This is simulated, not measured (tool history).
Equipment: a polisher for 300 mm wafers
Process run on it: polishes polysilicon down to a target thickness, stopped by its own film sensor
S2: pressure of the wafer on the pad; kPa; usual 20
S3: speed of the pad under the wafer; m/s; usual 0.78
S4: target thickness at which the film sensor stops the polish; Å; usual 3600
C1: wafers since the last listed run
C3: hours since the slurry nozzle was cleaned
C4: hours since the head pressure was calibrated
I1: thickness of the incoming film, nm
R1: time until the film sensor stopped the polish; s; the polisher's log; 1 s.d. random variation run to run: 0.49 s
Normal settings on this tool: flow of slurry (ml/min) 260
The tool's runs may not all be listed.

{"run": 1, "hour": 0.0, "flow of slurry (ml/min)": 260, "S2": 20, "S3": 0.92, "S4": 3600, "C1": 0, "wafers polished on this pad": 131, "C3": 89.2, "C4": 591.5, "I1": 710, "R1": 55.3}
{"run": 2, "hour": 62.2, "flow of slurry (ml/min)": 260, "S2": 20, "S3": 0.84, "S4": 3600, "C1": 535, "wafers polished on this pad": 667, "C3": 151.4, "C4": 653.7, "I1": 703.1, "R1": 58}
{"run": 3, "hour": 114.2, "flow of slurry (ml/min)": 260, "S2": 20, "S3": 0.84, "S4": 3600, "C1": 448, "wafers polished on this pad": 1115, "C3": 203.4, "C4": 705.7, "I1": 709.4, "R1": 59.9}
{"run": 4, "hour": 158.2, "flow of slurry (ml/min)": 260, "S2": 20, "S3": 0.78, "S4": 3260, "C1": 379, "wafers polished on this pad": 1494, "C3": 247.4, "C4": 749.7, "I1": 703.1, "R1": 67.5}
{"run": 5, "hour": 187.7, "flow of slurry (ml/min)": 260, "S2": 20, "S3": 0.78, "S4": 3260, "C1": 254, "wafers polished on this pad": 1749, "C3": 276.9, "C4": 779.2, "I1": 705.3, "R1": 68.7}
{"run": 6, "hour": 248.8, "flow of slurry (ml/min)": 260, "S2": 20, "S3": 0.78, "S4": 3260, "C1": 526, "wafers polished on this pad": 2275, "C3": 338, "C4": 840.3, "I1": 693.5, "R1": 66.4}
{"run": 7, "hour": 294.5, "flow of slurry (ml/min)": 260, "S2": 20, "S3": 0.78, "S4": 3600, "C1": 393, "wafers polished on this pad": 2669, "C3": 383.7, "C4": 886, "I1": 706.2, "R1": 62.6}
{"run": 8, "hour": 343.1, "flow of slurry (ml/min)": 260, "S2": 20, "S3": 0.78, "S4": 3600, "C1": 418, "wafers polished on this pad": 3088, "C3": 432.3, "C4": 934.6, "I1": 699.5, "R1": 62}
{"hour": 399.2, "done": "worn pad replaced by a new one"}
{"hour": 411.3, "done": "slurry nozzle cleaned"}
{"run": 9, "hour": 411.8, "flow of slurry (ml/min)": 260, "S2": 20, "S3": 0.78, "S4": 3600, "C1": 548, "wafers polished on this pad": 100, "C3": 0.5, "C4": 1003.3, "I1": 701.4, "R1": 62.6}
{"run": 10, "hour": 440.8, "flow of slurry (ml/min)": 260, "S2": 20, "S3": 0.78, "S4": 2980, "C1": 249, "wafers polished on this pad": 350, "C3": 29.5, "C4": 1032.3, "I1": 689.4, "R1": 72.8}
{"run": 11, "hour": 482.2, "flow of slurry (ml/min)": 260, "S2": 20, "S3": 0.78, "S4": 2980, "C1": 356, "wafers polished on this pad": 706, "C3": 70.9, "C4": 1073.7, "I1": 696, "R1": 73.6}
{"run": 12, "hour": 518.9, "flow of slurry (ml/min)": 260, "S2": 20, "S3": 0.78, "S4": 2980, "C1": 316, "wafers polished on this pad": 1023, "C3": 107.6, "C4": 1110.4, "I1": 701.5, "R1": 74.5}
{"run": 13, "hour": 564.0, "flow of slurry (ml/min)": 260, "S2": 20, "S3": 0.84, "S4": 3600, "C1": 388, "wafers polished on this pad": 1411, "C3": 152.7, "C4": 1155.5, "I1": 704.9, "R1": 61}
{"run": 14, "hour": 626.0, "flow of slurry (ml/min)": 260, "S2": 20, "S3": 0.78, "S4": 3600, "C1": 534, "wafers polished on this pad": 1945, "C3": 214.7, "C4": 1217.5, "I1": 697.3, "R1": 63.1}
{"run": 15, "hour": 676.6, "flow of slurry (ml/min)": 260, "S2": 20, "S3": 0.78, "S4": 3600, "C1": 435, "wafers polished on this pad": 2381, "C3": 265.3, "C4": 1268.1, "I1": 698.8, "R1": 63.9}
{"run": 16, "hour": 719.7, "flow of slurry (ml/min)": 260, "S2": 20, "S3": 0.66, "S4": 4720, "C1": 371, "wafers polished on this pad": 2753, "C3": 308.4, "C4": 1311.2, "I1": 703.5, "R1": 49.6}
{"run": 17, "hour": 768.2, "flow of slurry (ml/min)": 175, "S2": 14.5, "S3": 0.9, "S4": 4220, "C1": 417, "wafers polished on this pad": 3171, "C3": 356.9, "C4": 1359.7, "I1": 696.3, "R1": 66.5}
{"run": 18, "hour": 835.2, "flow of slurry (ml/min)": 260, "S2": 24.1, "S3": 0.78, "S4": 2770, "C1": 577, "wafers polished on this pad": 3748, "C3": 423.9, "C4": 1426.7, "I1": 696.6, "R1": 66.6}
{"run": 19, "hour": 871.3, "flow of slurry (ml/min)": 235, "S2": 20, "S3": 1.06, "S4": 3600, "C1": 311, "wafers polished on this pad": 4059, "C3": 460, "C4": 1462.8, "I1": 710.2, "R1": 52.9}
{"hour": 930.7, "done": "worn pad replaced by a new one"}
{"run": 20, "hour": 936.0, "flow of slurry (ml/min)": 260, "S2": 20, "S3": 0.78, "S4": 3600, "C1": 523, "wafers polished on this pad": 45, "C3": 524.7, "C4": 1527.5, "I1": 714.2, "R1": 67.3}
{"run": 21, "hour": 994.1, "flow of slurry (ml/min)": 220, "S2": 20, "S3": 0.94, "S4": 3600, "C1": 500, "wafers polished on this pad": 546, "C3": 582.8, "C4": 1585.6, "I1": 696.2, "R1": 56.7}
{"hour": 1012.5, "done": "head pressure recalibrated"}
{"run": 22, "hour": 1028.6, "flow of slurry (ml/min)": 260, "S2": 20, "S3": 0.78, "S4": 3600, "C1": 280, "wafers polished on this pad": 826, "C3": 617.3, "C4": 16.1, "I1": 697.1, "R1": 57.2}
{"run": 23, "hour": 1054.4, "flow of slurry (ml/min)": 335, "S2": 17.9, "S3": 0.88, "S4": 3600, "C1": 222, "wafers polished on this pad": 1048, "C3": 643.1, "C4": 41.9, "I1": 701.7, "R1": 57.8}
{"hour": 1064.3, "done": "slurry nozzle cleaned"}
{"run": 24, "hour": 1104.7, "flow of slurry (ml/min)": 260, "S2": 15.2, "S3": 0.78, "S4": 3600, "C1": 424, "wafers polished on this pad": 1473, "C3": 40.4, "C4": 92.2, "I1": 713.7, "R1": 79.7}
{"run": 25, "hour": 1168.3, "flow of slurry (ml/min)": 260, "S2": 20, "S3": 0.78, "S4": 2980, "C1": 548, "wafers polished on this pad": 2021, "C3": 104, "C4": 155.8, "I1": 713.9, "R1": 71.3}
{"run": 26, "hour": 1203.5, "flow of slurry (ml/min)": 260, "S2": 22.8, "S3": 0.78, "S4": 2450, "C1": 303, "wafers polished on this pad": 2324, "C3": 139.2, "C4": 191, "I1": 690, "R1": 68.2}
{"run": 27, "hour": 1236.8, "flow of slurry (ml/min)": 260, "S2": 13.8, "S3": 0.78, "S4": 3600, "C1": 286, "wafers polished on this pad": 2611, "C3": 172.5, "C4": 224.3, "I1": 699.4, "R1": 85.9}
{"run": 28, "hour": 1301.2, "flow of slurry (ml/min)": 215, "S2": 20, "S3": 0.68, "S4": 3600, "C1": 554, "wafers polished on this pad": 3166, "C3": 236.9, "C4": 288.7, "I1": 699, "R1": 66}
{"run": 29, "hour": 1351.6, "flow of slurry (ml/min)": 260, "S2": 20, "S3": 0.62, "S4": 4370, "C1": 434, "wafers polished on this pad": 3600, "C3": 287.3, "C4": 339.1, "I1": 703.8, "R1": 56.2}
{"hour": 1372.1, "done": "worn pad replaced by a new one"}
{"run": 30, "hour": 1389.3, "flow of slurry (ml/min)": 210, "S2": 20, "S3": 0.78, "S4": 3600, "C1": 290, "wafers polished on this pad": 148, "C3": 325, "C4": 376.8, "I1": 709.8, "R1": 63.2}
{"run": 31, "hour": 1427.1, "flow of slurry (ml/min)": 215, "S2": 17.9, "S3": 0.62, "S4": 3600, "C1": 325, "wafers polished on this pad": 474, "C3": 362.8, "C4": 414.6, "I1": 686.3, "R1": 76.3}
{"run": 32, "hour": 1484.0, "flow of slurry (ml/min)": 260, "S2": 20, "S3": 0.68, "S4": 3600, "C1": 490, "wafers polished on this pad": 964, "C3": 419.7, "C4": 471.5, "I1": 702.8, "R1": 66.7}
{"run": 33, "hour": 1553.2, "flow of slurry (ml/min)": 220, "S2": 15.9, "S3": 0.56, "S4": 4030, "C1": 596, "wafers polished on this pad": 1560, "C3": 488.9, "C4": 540.7, "I1": 688.6, "R1": 83.8}
{"run": 34, "hour": 1621.0, "flow of slurry (ml/min)": 260, "S2": 14.5, "S3": 0.78, "S4": 4250, "C1": 584, "wafers polished on this pad": 2144, "C3": 556.7, "C4": 608.5, "I1": 705, "R1": 68.7}
{"hour": 1662.2, "done": "slurry nozzle cleaned"}
{"run": 35, "hour": 1666.0, "flow of slurry (ml/min)": 260, "S2": 25.5, "S3": 0.78, "S4": 2610, "C1": 379, "wafers polished on this pad": 2523, "C3": 3.8, "C4": 653.5, "I1": 692.6, "R1": 60.7}
{"run": 36, "hour": 1692.2, "flow of slurry (ml/min)": 260, "S2": 25.5, "S3": 0.78, "S4": 4580, "C1": 225, "wafers polished on this pad": 2749, "C3": 30, "C4": 679.7, "I1": 705.8, "R1": 35.2}
{"run": 37, "hour": 1739.6, "flow of slurry (ml/min)": 260, "S2": 20, "S3": 0.86, "S4": 4090, "C1": 408, "wafers polished on this pad": 3158, "C3": 77.4, "C4": 727.1, "I1": 711.2, "R1": 50.6}

4 options for the next run, each taken on its own from the tool as it stands now. Forecast them:
{"run": "A", "hour": 1740.0, "flow of slurry (ml/min)": 260, "S2": 20, "S3": 0.78, "S4": 3600, "C1": 3, "wafers polished on this pad": 3161, "C3": 77.8, "C4": 727.5, "I1": 692.2, "R1": "?"}
{"run": "B", "hour": 1740.0, "flow of slurry (ml/min)": 225, "S2": 24.1, "S3": 0.56, "S4": 4550, "C1": 3, "wafers polished on this pad": 3161, "C3": 77.8, "C4": 727.5, "I1": 692.2, "R1": "?"}
{"run": "C", "hour": 1740.0, "flow of slurry (ml/min)": 230, "S2": 22.8, "S3": 1.06, "S4": 2480, "C1": 3, "wafers polished on this pad": 3161, "C3": 77.8, "C4": 727.5, "I1": 692.2, "R1": "?"}
{"run": "D", "hour": 1740.0, "flow of slurry (ml/min)": 235, "S2": 22.8, "S3": 0.92, "S4": 2580, "C1": 3, "wafers polished on this pad": 3161, "C3": 77.8, "C4": 727.5, "I1": 692.2, "R1": "?"}

run=A R1=58.9
run=B R1=45.1
run=C R1=55
run=D R1=60.1
Without the tool's hidden state the same runs would have given:
run=A R1=55.5
run=B R1=42.5
run=C R1=51.7
run=D R1=56.6

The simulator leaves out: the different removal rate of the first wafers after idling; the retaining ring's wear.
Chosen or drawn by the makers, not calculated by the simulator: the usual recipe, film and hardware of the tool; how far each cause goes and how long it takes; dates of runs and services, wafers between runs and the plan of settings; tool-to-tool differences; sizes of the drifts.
